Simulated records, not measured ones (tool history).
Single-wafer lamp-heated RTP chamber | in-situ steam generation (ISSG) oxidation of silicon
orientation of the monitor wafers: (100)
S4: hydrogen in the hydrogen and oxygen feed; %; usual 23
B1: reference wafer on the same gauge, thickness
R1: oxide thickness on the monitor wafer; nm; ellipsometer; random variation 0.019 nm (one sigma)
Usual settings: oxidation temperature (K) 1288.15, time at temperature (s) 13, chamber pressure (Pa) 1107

run 1 day=0.000 | oxidation_temperature_(K)=1288.15 time_at_temperature_(s)=13 chamber_pressure_(Pa)=1107 S4=23 | B1=4.412 | R1=4.616
run 2 day=2.550 | oxidation_temperature_(K)=1288.15 time_at_temperature_(s)=13 chamber_pressure_(Pa)=1107 S4=23 | B1=4.411 | R1=4.638
run 3 day=4.858 | oxidation_temperature_(K)=1288.15 time_at_temperature_(s)=13 chamber_pressure_(Pa)=1107 S4=23 | B1=4.404 | R1=4.641
-- day=6.333 pyrometer window cleaned and pyrometer calibrated
run 4 day=6.462 | oxidation_temperature_(K)=1276.15 time_at_temperature_(s)=13 chamber_pressure_(Pa)=1107 S4=23 | B1=4.407 | R1=4.244
run 5 day=8.292 | oxidation_temperature_(K)=1276.15 time_at_temperature_(s)=13 chamber_pressure_(Pa)=1107 S4=23 | B1=4.414 | R1=4.308
run 6 day=9.829 | oxidation_temperature_(K)=1288.15 time_at_temperature_(s)=13 chamber_pressure_(Pa)=1107 S4=23 | B1=4.405 | R1=4.530
run 7 day=11.529 | oxidation_temperature_(K)=1288.15 time_at_temperature_(s)=13 chamber_pressure_(Pa)=1107 S4=23 | B1=4.405 | R1=4.554
run 8 day=12.817 | oxidation_temperature_(K)=1288.15 time_at_temperature_(s)=13 chamber_pressure_(Pa)=1107 S4=23 | B1=4.407 | R1=4.597
run 9 day=15.783 | oxidation_temperature_(K)=1288.15 time_at_temperature_(s)=13 chamber_pressure_(Pa)=1107 S4=23 | B1=4.413 | R1=4.596
run 10 day=18.762 | oxidation_temperature_(K)=1288.15 time_at_temperature_(s)=13 chamber_pressure_(Pa)=1107 S4=23 | B1=4.402 | R1=4.609
run 11 day=19.925 | oxidation_temperature_(K)=1288.15 time_at_temperature_(s)=13 chamber_pressure_(Pa)=1107 S4=23 | B1=4.405 | R1=4.635
-- day=20.454 pressure gauge zeroed
-- day=21.183 gauge calibrated
-- day=22.962 pyrometer window cleaned and pyrometer calibrated
run 12 day=22.983 | oxidation_temperature_(K)=1288.15 time_at_temperature_(s)=10 chamber_pressure_(Pa)=1107 S4=19 | B1=4.406 | R1=3.809
run 13 day=24.196 | oxidation_temperature_(K)=1288.15 time_at_temperature_(s)=10 chamber_pressure_(Pa)=1107 S4=19 | B1=4.417 | R1=3.827
run 14 day=26.929 | oxidation_temperature_(K)=1288.15 time_at_temperature_(s)=10 chamber_pressure_(Pa)=1107 S4=19 | B1=4.409 | R1=3.850
run 15 day=29.508 | oxidation_temperature_(K)=1288.15 time_at_temperature_(s)=18 chamber_pressure_(Pa)=1107 S4=23 | B1=4.414 | R1=5.335
run 16 day=30.562 | oxidation_temperature_(K)=1300.15 time_at_temperature_(s)=9 chamber_pressure_(Pa)=1107 S4=30 | B1=4.406 | R1=4.414
run 17 day=31.579 | oxidation_temperature_(K)=1288.15 time_at_temperature_(s)=13 chamber_pressure_(Pa)=1107 S4=23 | B1=4.411 | R1=4.637
run 18 day=34.162 | oxidation_temperature_(K)=1288.15 time_at_temperature_(s)=13 chamber_pressure_(Pa)=1107 S4=23 | B1=4.415 | R1=4.608
run 19 day=37.021 | oxidation_temperature_(K)=1270.15 time_at_temperature_(s)=8 chamber_pressure_(Pa)=1107 S4=23 | B1=4.411 | R1=3.535
-- day=37.608 pyrometer window cleaned and pyrometer calibrated
run 20 day=39.138 | oxidation_temperature_(K)=1305.15 time_at_temperature_(s)=15 chamber_pressure_(Pa)=1000 S4=23 | B1=4.412 | R1=5.188
run 21 day=40.354 | oxidation_temperature_(K)=1288.15 time_at_temperature_(s)=13 chamber_pressure_(Pa)=1107 S4=23 | B1=4.408 | R1=4.558
run 22 day=47.054 | oxidation_temperature_(K)=1288.15 time_at_temperature_(s)=15 chamber_pressure_(Pa)=1027 S4=31 | B1=4.414 | R1=5.342
-- day=48.904 hydrogen flow controller replaced
run 23 day=49.208 | oxidation_temperature_(K)=1288.15 time_at_temperature_(s)=13 chamber_pressure_(Pa)=1107 S4=23 | B1=4.406 | R1=4.670
-- day=52.471 pyrometer window cleaned and pyrometer calibrated
-- day=56.375 gauge calibrated
run 24 day=57.888 | oxidation_temperature_(K)=1282.15 time_at_temperature_(s)=10 chamber_pressure_(Pa)=933 S4=20 | B1=4.403 | R1=3.798
run 25 day=59.854 | oxidation_temperature_(K)=1288.15 time_at_temperature_(s)=13 chamber_pressure_(Pa)=1107 S4=28 | B1=4.414 | R1=4.863
run 26 day=62.771 | oxidation_temperature_(K)=1305.15 time_at_temperature_(s)=13 chamber_pressure_(Pa)=1000 S4=18 | B1=4.411 | R1=4.701
-- day=65.742 pyrometer window cleaned and pyrometer calibrated
run 27 day=65.762 | oxidation_temperature_(K)=1275.15 time_at_temperature_(s)=11 chamber_pressure_(Pa)=1107 S4=20 | B1=4.407 | R1=3.844
run 28 day=67.083 | oxidation_temperature_(K)=1270.15 time_at_temperature_(s)=13 chamber_pressure_(Pa)=1107 S4=15 | B1=4.408 | R1=3.807
run 29 day=69.479 | oxidation_temperature_(K)=1288.15 time_at_temperature_(s)=13 chamber_pressure_(Pa)=1107 S4=23 | B1=4.408 | R1=4.557
run 30 day=72.454 | oxidation_temperature_(K)=1288.15 time_at_temperature_(s)=13 chamber_pressure_(Pa)=1107 S4=23 | B1=4.411 | R1=4.599

5 ways to go on from here, each from the tool as it stands after run 30. What would each give?
run A day=72.471 | oxidation_temperature_(K)=1288.15 time_at_temperature_(s)=13 chamber_pressure_(Pa)=1107 S4=23 | B1=? | R1=?
run B day=72.471 | oxidation_temperature_(K)=1280.15 time_at_temperature_(s)=8 chamber_pressure_(Pa)=1280 S4=16 | B1=? | R1=?
run C day=72.471 | oxidation_temperature_(K)=1275.15 time_at_temperature_(s)=13 chamber_pressure_(Pa)=1253 S4=14 | B1=? | R1=?
run D day=72.471 | oxidation_temperature_(K)=1288.15 time_at_temperature_(s)=10 chamber_pressure_(Pa)=1213 S4=23 | B1=? | R1=?
run E day=72.471 | oxidation_temperature_(K)=1288.15 time_at_temperature_(s)=13 chamber_pressure_(Pa)=947 S4=32 | B1=? | R1=?

run=A B1=4.416 R1=4.620
run=B B1=4.416 R1=3.252
run=C B1=4.416 R1=3.864
run=D B1=4.416 R1=4.066
run=E B1=4.416 R1=5.080
Without the tool's hidden state the same runs would have given:
run=A R1=4.472
run=B R1=3.170
run=C R1=3.751
run=D R1=3.947
run=E R1=4.918

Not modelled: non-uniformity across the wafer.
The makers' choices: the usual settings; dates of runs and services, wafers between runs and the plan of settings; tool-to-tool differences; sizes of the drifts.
